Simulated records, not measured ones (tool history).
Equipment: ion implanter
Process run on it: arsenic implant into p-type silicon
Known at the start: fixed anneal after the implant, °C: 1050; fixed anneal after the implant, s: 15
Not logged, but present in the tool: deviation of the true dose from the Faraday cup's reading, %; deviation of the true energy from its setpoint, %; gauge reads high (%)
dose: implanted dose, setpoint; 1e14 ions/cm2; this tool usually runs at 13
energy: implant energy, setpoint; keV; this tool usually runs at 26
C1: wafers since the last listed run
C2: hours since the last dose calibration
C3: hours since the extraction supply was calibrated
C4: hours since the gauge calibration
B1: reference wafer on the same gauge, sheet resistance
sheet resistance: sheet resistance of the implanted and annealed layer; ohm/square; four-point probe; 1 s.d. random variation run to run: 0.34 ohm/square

{"run": 1, "hour": 0.0, "dose": 13, "energy": 20.5, "C1": 0, "C2": 952.7, "C3": 5692.4, "C4": 69, "B1": 80.99, "sheet resistance": 106.37}
{"run": 2, "hour": 90.1, "dose": 13, "energy": 20.5, "C1": 2670, "C2": 1042.8, "C3": 5782.5, "C4": 159.1, "B1": 80.98, "sheet resistance": 106.9}
{"run": 3, "hour": 188.8, "dose": 15.36, "energy": 19.5, "C1": 2924, "C2": 1141.5, "C3": 5881.2, "C4": 257.8, "B1": 80.96, "sheet resistance": 99.58}
{"run": 4, "hour": 260.1, "dose": 13, "energy": 26, "C1": 2112, "C2": 1212.8, "C3": 5952.5, "C4": 329.1, "B1": 81.04, "sheet resistance": 102.76}
{"run": 5, "hour": 349.7, "dose": 13, "energy": 26, "C1": 2655, "C2": 1302.4, "C3": 6042.1, "C4": 418.7, "B1": 80.95, "sheet resistance": 103.29}
{"run": 6, "hour": 441.4, "dose": 13, "energy": 26, "C1": 2717, "C2": 1394.1, "C3": 6133.8, "C4": 510.4, "B1": 80.97, "sheet resistance": 102.39}
{"run": 7, "hour": 484.3, "dose": 13, "energy": 26, "C1": 1271, "C2": 1437, "C3": 6176.7, "C4": 553.3, "B1": 81.05, "sheet resistance": 103.01}
{"hour": 550.1, "done": "Faraday cup replaced and dose calibrated"}
{"hour": 560.7, "done": "extraction supply calibrated"}
{"run": 8, "hour": 579.7, "dose": 11.02, "energy": 30, "C1": 2352, "C2": 29.6, "C3": 19, "C4": 648.7, "B1": 81, "sheet resistance": 104.16}
{"hour": 595.4, "done": "gauge calibrated"}
{"run": 9, "hour": 630.6, "dose": 13, "energy": 26, "C1": 1508, "C2": 80.5, "C3": 69.9, "C4": 35.2, "B1": 81, "sheet resistance": 97.43}
{"run": 10, "hour": 717.1, "dose": 11.54, "energy": 26, "C1": 2563, "C2": 167, "C3": 156.4, "C4": 121.7, "B1": 81.04, "sheet resistance": 105.08}
{"hour": 752.3, "done": "Faraday cup replaced and dose calibrated, repeated, since the last time left the tool worse"}
{"run": 11, "hour": 775.3, "dose": 13, "energy": 26, "C1": 1487, "C2": 23, "C3": 214.6, "C4": 179.9, "B1": 81.06, "sheet resistance": 101.14}
{"run": 12, "hour": 871.1, "dose": 10.27, "energy": 26, "C1": 2838, "C2": 118.8, "C3": 310.4, "C4": 275.7, "B1": 80.94, "sheet resistance": 116.7}
{"run": 13, "hour": 934.6, "dose": 13, "energy": 26, "C1": 1881, "C2": 182.3, "C3": 373.9, "C4": 339.2, "B1": 80.97, "sheet resistance": 101.44}
{"run": 14, "hour": 1008.6, "dose": 14.66, "energy": 30.5, "C1": 2192, "C2": 256.3, "C3": 447.9, "C4": 413.2, "B1": 80.99, "sheet resistance": 92.58}

What if the next run were any one of these 3? Each begins from the tool's condition after run 14:
{"run": "A", "hour": 1009.0, "dose": 13, "energy": 34, "C1": 11, "C2": 256.7, "C3": 448.3, "C4": 413.6, "B1": "?", "sheet resistance": "?"}
{"run": "B", "hour": 1009.0, "dose": 13, "energy": 33, "C1": 11, "C2": 256.7, "C3": 448.3, "C4": 413.6, "B1": "?", "sheet resistance": "?"}
{"run": "C", "hour": 1009.0, "dose": 10.89, "energy": 26, "C1": 11, "C2": 256.7, "C3": 448.3, "C4": 413.6, "B1": "?", "sheet resistance": "?"}

run=A B1=81 sheet_resistance=96.8
run=B B1=81 sheet_resistance=97.37
run=C B1=81 sheet_resistance=113.05
Without the tool's hidden state the same runs would have given:
run=A sheet_resistance=95.71
run=B sheet_resistance=96.28
run=C sheet_resistance=111.7

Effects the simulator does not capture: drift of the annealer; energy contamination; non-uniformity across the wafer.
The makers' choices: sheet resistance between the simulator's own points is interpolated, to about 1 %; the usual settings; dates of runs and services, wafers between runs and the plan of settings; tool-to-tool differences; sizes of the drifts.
